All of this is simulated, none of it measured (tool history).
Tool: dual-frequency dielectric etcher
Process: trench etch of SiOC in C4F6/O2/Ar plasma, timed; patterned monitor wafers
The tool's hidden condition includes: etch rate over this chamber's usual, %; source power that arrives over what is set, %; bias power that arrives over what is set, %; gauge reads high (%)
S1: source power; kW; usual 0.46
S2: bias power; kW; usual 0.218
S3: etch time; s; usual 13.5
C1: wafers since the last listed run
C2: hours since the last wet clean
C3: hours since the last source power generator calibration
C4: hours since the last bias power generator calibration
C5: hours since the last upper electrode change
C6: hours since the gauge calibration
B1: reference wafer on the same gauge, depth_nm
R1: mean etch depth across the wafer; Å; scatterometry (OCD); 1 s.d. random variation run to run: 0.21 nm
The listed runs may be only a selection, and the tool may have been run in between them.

| run | hour | S1 | S2 | S3 | C1 | C2 | C3 | C4 | C5 | C6 | B1 | R1 |
|---|---|---|---|---|---|---|---|---|---|---|---|---|
| 1 | 0 | 0.53 | 0.218 | 13.5 | 0 | 24 | 4018.9 | 2500.1 | 1.1 | 557.1 | 38.47 | 343.5 |
| 2 | 26.1 | 0.51 | 0.218 | 13.5 | 377 | 50.1 | 4045 | 2526.2 | 27.2 | 583.2 | 38.49 | 349.6 |
| 3 | 35.6 | 0.51 | 0.218 | 13.5 | 137 | 59.6 | 4054.5 | 2535.7 | 36.7 | 592.7 | 38.49 | 347.3 |
| 4 | 53.3 | 0.46 | 0.238 | 14.5 | 256 | 77.3 | 4072.2 | 2553.4 | 54.4 | 610.4 | 38.47 | 367.6 |
| 5 | 60.3 | 0.46 | 0.218 | 13.5 | 101 | 84.3 | 4079.2 | 2560.4 | 61.4 | 617.4 | 38.49 | 328.7 |
| 6 | 74.2 | 0.46 | 0.218 | 13.5 | 201 | 98.2 | 4093.1 | 2574.3 | 75.3 | 631.3 | 38.53 | 336.1 |
| 7 | 90.2 | 0.54 | 0.218 | 13.5 | 231 | 114.2 | 4109.1 | 2590.3 | 91.3 | 647.3 | 38.49 | 352.2 |
| 8 | 105.5 | 0.46 | 0.218 | 13.5 | 221 | 129.5 | 4124.4 | 2605.6 | 106.6 | 662.6 | 38.51 | 333.6 |
|  | 112.6 | source power generator calibrated |
| 9 | 137.7 | 0.46 | 0.218 | 11.5 | 408 | 161.7 | 25.1 | 2637.8 | 138.8 | 694.8 | 38.55 | 284.6 |
|  | 145.3 | gauge calibrated |
| 10 | 146.8 | 0.46 | 0.237 | 13.5 | 131 | 170.8 | 34.2 | 2646.9 | 147.9 | 1.5 | 38.52 | 344.5 |
| 11 | 195.7 | 0.37 | 0.247 | 11.5 | 708 | 219.7 | 83.1 | 2695.8 | 196.8 | 50.4 | 38.5 | 276.3 |
| 12 | 205.7 | 0.46 | 0.218 | 13.5 | 144 | 229.7 | 93.1 | 2705.8 | 206.8 | 60.4 | 38.5 | 336.9 |
| 13 | 221 | 0.56 | 0.184 | 12.5 | 221 | 245 | 108.4 | 2721.1 | 222.1 | 75.7 | 38.44 | 322.7 |
|  | 229 | bias power generator calibrated |
| 14 | 232.2 | 0.46 | 0.218 | 13.5 | 104 | 256.2 | 119.6 | 3.2 | 233.3 | 86.9 | 38.53 | 340.3 |
| 15 | 239.9 | 0.46 | 0.218 | 13.5 | 111 | 263.9 | 127.3 | 10.9 | 241 | 94.6 | 38.48 | 336 |
| 16 | 254 | 0.55 | 0.251 | 16 | 204 | 278 | 141.4 | 25 | 255.1 | 108.7 | 38.5 | 447.5 |
|  | 312 | wet clean of the chamber |
| 17 | 312.5 | 0.42 | 0.218 | 16.5 | 499 | 0.5 | 199.9 | 83.5 | 313.6 | 167.2 | 38.51 | 391.3 |
| 18 | 312.8 | 0.42 | 0.232 | 15.5 | 4 | 0.8 | 200.2 | 83.8 | 313.9 | 167.5 | 38.54 | 374.2 |
| 19 | 316.2 | 0.46 | 0.218 | 13.5 | 49 | 4.2 | 203.6 | 87.2 | 317.3 | 170.9 | 38.54 | 326.8 |
| 20 | 323.6 | 0.46 | 0.262 | 16 | 107 | 11.6 | 211 | 94.6 | 324.7 | 178.3 | 38.51 | 412.9 |
| 21 | 333.3 | 0.46 | 0.233 | 16 | 140 | 21.3 | 220.7 | 104.3 | 334.4 | 188 | 38.52 | 404.4 |
| 22 | 343.1 | 0.57 | 0.199 | 13.5 | 141 | 31.1 | 230.5 | 114.1 | 344.2 | 197.8 | 38.52 | 349.9 |
| 23 | 353.1 | 0.41 | 0.218 | 10 | 144 | 41.1 | 240.5 | 124.1 | 354.2 | 207.8 | 38.57 | 234.5 |
| 24 | 371 | 0.46 | 0.187 | 10 | 259 | 59 | 258.4 | 142 | 372.1 | 225.7 | 38.49 | 236.3 |
| 25 | 379.9 | 0.46 | 0.2 | 11.5 | 128 | 67.9 | 267.3 | 150.9 | 381 | 234.6 | 38.51 | 275.7 |
| 26 | 393 | 0.57 | 0.17 | 13.5 | 189 | 81 | 280.4 | 164 | 394.1 | 247.7 | 38.5 | 337.4 |
| 27 | 403.4 | 0.51 | 0.191 | 11 | 150 | 91.4 | 290.8 | 174.4 | 404.5 | 258.1 | 38.55 | 273 |
| 28 | 420.9 | 0.54 | 0.232 | 13.5 | 253 | 108.9 | 308.3 | 191.9 | 422 | 275.6 | 38.5 | 361.9 |
| 29 | 434.2 | 0.55 | 0.186 | 10 | 192 | 122.2 | 321.6 | 205.2 | 435.3 | 288.9 | 38.46 | 255.6 |
| 30 | 447.3 | 0.46 | 0.218 | 13.5 | 189 | 135.3 | 334.7 | 218.3 | 448.4 | 302 | 38.53 | 334.4 |

Forecast each of these 4 alternatives for the next run:
| A | 447.7 | 0.46 | 0.218 | 11 | 5 | 135.7 | 335.1 | 218.7 | 448.8 | 302.4 | ? | ? |
| B | 447.7 | 0.46 | 0.218 | 17 | 5 | 135.7 | 335.1 | 218.7 | 448.8 | 302.4 | ? | ? |
| C | 447.7 | 0.52 | 0.193 | 13.5 | 5 | 135.7 | 335.1 | 218.7 | 448.8 | 302.4 | ? | ? |
| D | 447.7 | 0.35 | 0.218 | 10 | 5 | 135.7 | 335.1 | 218.7 | 448.8 | 302.4 | ? | ? |

| run | B1 | R1 |
|---|---|---|
| A | 38.51 | 277.1 |
| B | 38.51 | 428.3 |
| C | 38.51 | 344.6 |
| D | 38.51 | 227.2 |
With no hidden state in the tool, these same runs would have given:
| run | R1 |
|---|---|
| A | 270 |
| B | 417.2 |
| C | 335.8 |
| D | 221.3 |
